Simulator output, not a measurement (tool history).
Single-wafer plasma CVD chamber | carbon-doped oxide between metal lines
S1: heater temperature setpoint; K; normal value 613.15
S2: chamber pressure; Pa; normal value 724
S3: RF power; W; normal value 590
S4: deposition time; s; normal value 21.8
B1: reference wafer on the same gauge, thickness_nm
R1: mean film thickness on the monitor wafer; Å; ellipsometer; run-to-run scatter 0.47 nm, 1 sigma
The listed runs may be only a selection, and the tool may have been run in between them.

{"run": 1, "day": 0.0, "S1": 613.15, "S2": 724, "S3": 590, "S4": 21.8, "B1": 106.936, "R1": 1276.86}
{"run": 2, "day": 2.933, "S1": 613.15, "S2": 724, "S3": 590, "S4": 21.8, "B1": 107.03, "R1": 1264.57}
{"day": 4.033, "done": "showerhead replaced"}
{"day": 4.5, "done": "capacitance manometer re-zeroed and calibrated"}
{"run": 3, "day": 5.3, "S1": 613.15, "S2": 724, "S3": 590, "S4": 21.8, "B1": 106.909, "R1": 1260.98}
{"day": 6.271, "done": "RF generator calibrated"}
{"run": 4, "day": 8.583, "S1": 613.15, "S2": 724, "S3": 590, "S4": 21.8, "B1": 106.995, "R1": 1229.5}
{"run": 5, "day": 11.104, "S1": 613.15, "S2": 724, "S3": 590, "S4": 21.8, "B1": 107.034, "R1": 1233.91}
{"run": 6, "day": 13.417, "S1": 613.15, "S2": 724, "S3": 590, "S4": 21.8, "B1": 106.914, "R1": 1233.46}
{"day": 13.962, "done": "gauge calibrated"}
{"run": 7, "day": 16.746, "S1": 613.15, "S2": 724, "S3": 590, "S4": 21.8, "B1": 106.984, "R1": 1225.87}
{"run": 8, "day": 18.908, "S1": 613.15, "S2": 724, "S3": 590, "S4": 21.8, "B1": 106.973, "R1": 1225.65}
{"day": 21.638, "done": "RF generator calibrated, repeated, since the last time left the tool worse"}
{"run": 9, "day": 22.392, "S1": 613.15, "S2": 724, "S3": 590, "S4": 21.8, "B1": 107.075, "R1": 1299.4}
{"run": 10, "day": 24.85, "S1": 613.15, "S2": 724, "S3": 590, "S4": 21.8, "B1": 106.968, "R1": 1293.12}
{"run": 11, "day": 26.612, "S1": 613.15, "S2": 724, "S3": 590, "S4": 21.8, "B1": 107.046, "R1": 1302.51}
{"run": 12, "day": 30.462, "S1": 613.15, "S2": 724, "S3": 590, "S4": 21.8, "B1": 107.079, "R1": 1299.68}
{"run": 13, "day": 32.696, "S1": 607.15, "S2": 571, "S3": 590, "S4": 24.6, "B1": 106.976, "R1": 1423.27}
{"run": 14, "day": 36.196, "S1": 622.15, "S2": 724, "S3": 630, "S4": 21.8, "B1": 107.035, "R1": 1299.02}
{"run": 15, "day": 40.004, "S1": 613.15, "S2": 724, "S3": 590, "S4": 21.8, "B1": 106.951, "R1": 1288.85}
{"run": 16, "day": 43.125, "S1": 608.15, "S2": 724, "S3": 590, "S4": 21.8, "B1": 106.883, "R1": 1316.07}
{"run": 17, "day": 47.471, "S1": 605.15, "S2": 865, "S3": 590, "S4": 18.7, "B1": 106.836, "R1": 1162.59}
{"run": 18, "day": 51.562, "S1": 613.15, "S2": 637, "S3": 650, "S4": 25, "B1": 107.007, "R1": 1524.01}
{"run": 19, "day": 54.55, "S1": 613.15, "S2": 812, "S3": 590, "S4": 26.1, "B1": 106.919, "R1": 1556.51}
{"day": 56.825, "done": "thermocouple changed; heater temperature recalibrated"}
{"run": 20, "day": 59.004, "S1": 601.15, "S2": 560, "S3": 555, "S4": 22.9, "B1": 107.042, "R1": 1296.22}
{"run": 21, "day": 63.454, "S1": 613.15, "S2": 724, "S3": 655, "S4": 19.8, "B1": 106.971, "R1": 1232.09}
{"run": 22, "day": 66.933, "S1": 618.15, "S2": 724, "S3": 590, "S4": 21.8, "B1": 107.016, "R1": 1254.57}
{"run": 23, "day": 68.888, "S1": 599.15, "S2": 624, "S3": 590, "S4": 21.8, "B1": 106.966, "R1": 1306.58}
{"day": 70.604, "done": "gauge calibrated"}
{"run": 24, "day": 72.217, "S1": 613.15, "S2": 724, "S3": 590, "S4": 21.8, "B1": 106.996, "R1": 1271.28}
{"run": 25, "day": 75.542, "S1": 602.15, "S2": 724, "S3": 590, "S4": 24.2, "B1": 106.854, "R1": 1470.49}
{"run": 26, "day": 79.05, "S1": 613.15, "S2": 724, "S3": 590, "S4": 21.8, "B1": 106.823, "R1": 1253.93}

For run 27, what comes out?
{"run": 27, "day": 81.542, "S1": 606.15, "S2": 568, "S3": 505, "S4": 21.8, "B1": "?", "R1": "?"}

B1: 107.054
R1: 1132.03 Å
The same run, on a tool lacking any hidden state, would have yielded R1 1170.19 Å.
